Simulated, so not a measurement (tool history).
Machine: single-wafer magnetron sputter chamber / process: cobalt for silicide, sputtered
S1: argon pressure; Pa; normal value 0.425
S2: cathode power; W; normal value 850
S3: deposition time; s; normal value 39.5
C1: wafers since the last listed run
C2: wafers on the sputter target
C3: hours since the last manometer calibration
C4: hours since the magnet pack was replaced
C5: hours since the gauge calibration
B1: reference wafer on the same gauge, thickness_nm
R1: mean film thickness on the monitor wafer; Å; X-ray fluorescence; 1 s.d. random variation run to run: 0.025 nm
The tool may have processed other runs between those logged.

| run | hour | S1 | S2 | S3 | C1 | C2 | C3 | C4 | C5 | B1 | R1 |
|---|---|---|---|---|---|---|---|---|---|---|---|
| 1 | 0 | 0.425 | 800 | 36.1 | 0 | 399 | 2198.8 | 6282.2 | 238.7 | 17.502 | 142.56 |
| 2 | 14.6 | 0.425 | 850 | 39.5 | 253 | 652 | 2213.4 | 6296.8 | 253.3 | 17.492 | 165.11 |
| 3 | 26.6 | 0.425 | 850 | 39.5 | 207 | 860 | 2225.4 | 6308.8 | 265.3 | 17.501 | 165.22 |
| 4 | 36.1 | 0.425 | 850 | 39.5 | 164 | 1024 | 2234.9 | 6318.3 | 274.8 | 17.501 | 165.3 |
| 5 | 42.7 | 0.425 | 850 | 39.5 | 114 | 1139 | 2241.5 | 6324.9 | 281.4 | 17.492 | 165.01 |
| 6 | 51.1 | 0.425 | 850 | 39.5 | 145 | 1284 | 2249.9 | 6333.3 | 289.8 | 17.505 | 164.6 |
|  | 66.1 | capacitance manometer re-zeroed and calibrated |
| 7 | 66.6 | 0.425 | 850 | 39.5 | 129 | 1414 | 0.5 | 6348.8 | 305.3 | 17.504 | 164.59 |
| 8 | 69 | 0.425 | 1000 | 39.5 | 41 | 1456 | 2.9 | 6351.2 | 307.7 | 17.499 | 194.04 |
| 9 | 86.6 | 0.425 | 1000 | 39.5 | 304 | 1761 | 20.5 | 6368.8 | 325.3 | 17.497 | 193.99 |
| 10 | 96.9 | 0.425 | 1000 | 39.5 | 178 | 1939 | 30.8 | 6379.1 | 335.6 | 17.5 | 193.2 |
| 11 | 108.9 | 0.425 | 750 | 39.5 | 207 | 2147 | 42.8 | 6391.1 | 347.6 | 17.5 | 145.24 |
| 12 | 121.9 | 0.425 | 850 | 39.5 | 225 | 2373 | 55.8 | 6404.1 | 360.6 | 17.497 | 164.71 |
| 13 | 136.1 | 0.425 | 800 | 39.5 | 246 | 2619 | 70 | 6418.3 | 374.8 | 17.505 | 154.46 |
| 14 | 144.6 | 0.425 | 850 | 39.5 | 147 | 2766 | 78.5 | 6426.8 | 383.3 | 17.496 | 164.54 |
|  | 154.6 | sputter target and shields replaced |
| 15 | 159.5 | 0.425 | 850 | 42.4 | 119 | 84 | 93.4 | 6441.7 | 398.2 | 17.503 | 178.8 |
|  | 176.5 | magnet pack replaced |
| 16 | 176.8 | 0.48 | 850 | 39.5 | 161 | 245 | 110.7 | 0.3 | 415.5 | 17.498 | 161.92 |
| 17 | 184.6 | 0.51 | 700 | 39.5 | 135 | 380 | 118.5 | 8.1 | 423.3 | 17.5 | 132.06 |
| 18 | 198.6 | 0.425 | 750 | 39.5 | 242 | 623 | 132.5 | 22.1 | 437.3 | 17.498 | 145.84 |
|  | 201.4 | gauge calibrated |
| 19 | 212.2 | 0.425 | 950 | 39.5 | 235 | 858 | 146.1 | 35.7 | 10.8 | 17.499 | 183.86 |
| 20 | 229.7 | 0.425 | 850 | 35.2 | 303 | 1162 | 163.6 | 53.2 | 28.3 | 17.493 | 146.31 |
| 21 | 240.9 | 0.491 | 850 | 39.5 | 194 | 1356 | 174.8 | 64.4 | 39.5 | 17.497 | 160.46 |
| 22 | 256.7 | 0.425 | 850 | 34 | 273 | 1630 | 190.6 | 80.2 | 55.3 | 17.504 | 141.43 |
| 23 | 273.7 | 0.425 | 850 | 39.5 | 294 | 1924 | 207.6 | 97.2 | 72.3 | 17.501 | 163.74 |
| 24 | 290.9 | 0.295 | 850 | 39.5 | 298 | 2222 | 224.8 | 114.4 | 89.5 | 17.499 | 171.91 |
| 25 | 305.3 | 0.425 | 850 | 39.5 | 249 | 2472 | 239.2 | 128.8 | 103.9 | 17.494 | 163.93 |
|  | 314.2 | sputter target and shields replaced |
| 26 | 320.8 | 0.425 | 950 | 39.5 | 129 | 114 | 254.7 | 144.3 | 119.4 | 17.505 | 185.59 |
| 27 | 329.4 | 0.322 | 700 | 43.4 | 149 | 263 | 263.3 | 152.9 | 128 | 17.492 | 155.67 |
| 28 | 338.2 | 0.425 | 850 | 39.5 | 152 | 416 | 272.1 | 161.7 | 136.8 | 17.502 | 165.69 |
| 29 | 355.2 | 0.425 | 850 | 46.6 | 294 | 710 | 289.1 | 178.7 | 153.8 | 17.493 | 194.85 |
| 30 | 364.3 | 0.425 | 850 | 37.5 | 157 | 868 | 298.2 | 187.8 | 162.9 | 17.501 | 156.88 |
| 31 | 378.4 | 0.425 | 850 | 39.5 | 244 | 1112 | 312.3 | 201.9 | 177 | 17.502 | 165.02 |
| 32 | 387.1 | 0.425 | 850 | 39.5 | 150 | 1263 | 321 | 210.6 | 185.7 | 17.506 | 164.72 |
| 33 | 393.8 | 0.425 | 850 | 39.5 | 116 | 1379 | 327.7 | 217.3 | 192.4 | 17.497 | 164.26 |
| 34 | 411.7 | 0.425 | 800 | 46.1 | 310 | 1689 | 345.6 | 235.2 | 210.3 | 17.5 | 180.56 |
| 35 | 428.3 | 0.425 | 1050 | 36.9 | 287 | 1977 | 362.2 | 251.8 | 226.9 | 17.493 | 189.4 |
| 36 | 436 | 0.425 | 900 | 45.1 | 133 | 2110 | 369.9 | 259.5 | 234.6 | 17.498 | 198.56 |

Forecast each of these 3 alternatives for the next run:
| A | 436.4 | 0.425 | 850 | 39.5 | 6 | 2117 | 370.3 | 259.9 | 235 | ? | ? |
| B | 436.4 | 0.425 | 1050 | 39.5 | 6 | 2117 | 370.3 | 259.9 | 235 | ? | ? |
| C | 436.4 | 0.592 | 800 | 35.7 | 6 | 2117 | 370.3 | 259.9 | 235 | ? | ? |

| run | B1 | R1 |
|---|---|---|
| A | 17.495 | 164.41 |
| B | 17.495 | 203.09 |
| C | 17.495 | 132.15 |
Without the tool's unlogged condition, the same runs would have read:
| run | R1 |
|---|---|
| A | 166.64 |
| B | 205.85 |
| C | 133.94 |

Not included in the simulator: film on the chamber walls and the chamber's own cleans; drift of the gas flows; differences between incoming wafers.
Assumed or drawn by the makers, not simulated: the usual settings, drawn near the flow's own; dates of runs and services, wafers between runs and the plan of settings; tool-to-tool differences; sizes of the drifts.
